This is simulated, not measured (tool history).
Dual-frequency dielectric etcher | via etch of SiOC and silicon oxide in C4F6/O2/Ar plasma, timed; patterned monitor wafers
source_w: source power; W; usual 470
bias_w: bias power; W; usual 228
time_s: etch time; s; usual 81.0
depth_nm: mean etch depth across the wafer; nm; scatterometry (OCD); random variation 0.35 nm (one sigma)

| run | day | source_w | bias_w | time_s | read-back reference wafer on the same gauge, depth_nm | depth_nm |
|---|---|---|---|---|---|---|
| 1 | 0.000 | 470 | 228 | 81.0 | 113.7 | 99.7 |
| 2 | 2.025 | 470 | 228 | 81.0 | 113.6 | 99.6 |
|  | 4.100 | upper electrode replaced |
| 3 | 4.121 | 470 | 228 | 81.0 | 113.6 | 98.7 |
| 4 | 4.617 | 470 | 228 | 81.0 | 113.5 | 98.6 |
| 5 | 6.688 | 470 | 228 | 81.0 | 113.6 | 98.4 |
| 6 | 7.796 | 470 | 228 | 81.0 | 113.6 | 98.7 |
| 7 | 10.062 | 470 | 228 | 81.0 | 113.7 | 98.4 |
| 8 | 12.304 | 380 | 228 | 81.0 | 113.6 | 92.4 |
| 9 | 13.567 | 380 | 228 | 81.0 | 113.6 | 92.0 |
| 10 | 15.567 | 380 | 228 | 81.0 | 113.7 | 91.9 |
| 11 | 17.125 | 470 | 259 | 102.5 | 113.6 | 129.6 |
| 12 | 19.317 | 590 | 177 | 88.0 | 113.5 | 104.8 |
| 13 | 21.312 | 470 | 228 | 81.0 | 113.5 | 98.1 |
|  | 24.050 | gauge calibrated |
|  | 24.375 | wet clean of the chamber |
| 14 | 24.396 | 570 | 273 | 81.0 | 113.5 | 113.3 |

Forecast run 15:
| 15 | 25.129 | 470 | 228 | 104.5 | ? | ? |

Run 15 gave read-back reference wafer on the same gauge, depth_nm 113.7, depth_nm 127.3 nm.
Without the tool's hidden state the same run would have given depth_nm 127.3 nm.
